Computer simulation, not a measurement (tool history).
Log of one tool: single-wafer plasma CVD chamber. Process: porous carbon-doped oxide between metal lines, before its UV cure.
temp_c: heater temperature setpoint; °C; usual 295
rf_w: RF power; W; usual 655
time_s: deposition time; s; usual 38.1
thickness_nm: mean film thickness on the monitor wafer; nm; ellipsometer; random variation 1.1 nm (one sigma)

run	day	temp_c	rf_w	time_s	read-back reference wafer on the same gauge, thickness_nm	thickness_nm
1	0.000	295	655	38.1	280.172	259.247
2	1.300	295	655	38.1	280.129	259.228
3	4.104	295	655	38.1	279.775	258.228
4	5.504	295	655	38.1	279.918	258.968
5	7.875	295	655	38.1	279.666	259.471
6	9.112	295	655	38.1	280.192	259.015
7	10.712	295	655	38.1	279.564	261.198
8	12.075	295	655	38.1	279.986	259.977
9	13.179	295	655	38.1	280.395	260.939
10	14.296	295	655	38.1	279.510	258.937
11	15.304	295	655	38.1	279.281	260.301
12	17.783	295	655	38.1	280.077	259.640
# day 18.675: thermocouple changed; heater temperature recalibrated
13	20.517	295	655	38.1	280.199	248.264
14	21.704	295	655	38.1	280.077	246.284
15	24.104	287	655	31.1	280.133	213.284
16	25.821	295	655	38.1	279.934	245.418
# day 26.558: showerhead replaced
# day 26.679: gauge calibrated
17	27.571	280	600	38.1	279.379	252.692
18	29.871	295	655	34.9	279.700	224.001

The next listed run, before its measurement:
19	32.375	305	655	38.1	?	?

Run 19 gave read-back reference wafer on the same gauge, thickness_nm 279.848, thickness_nm 228.463 nm.
Without the tool's hidden state the same run would have given thickness_nm 245.926 nm.
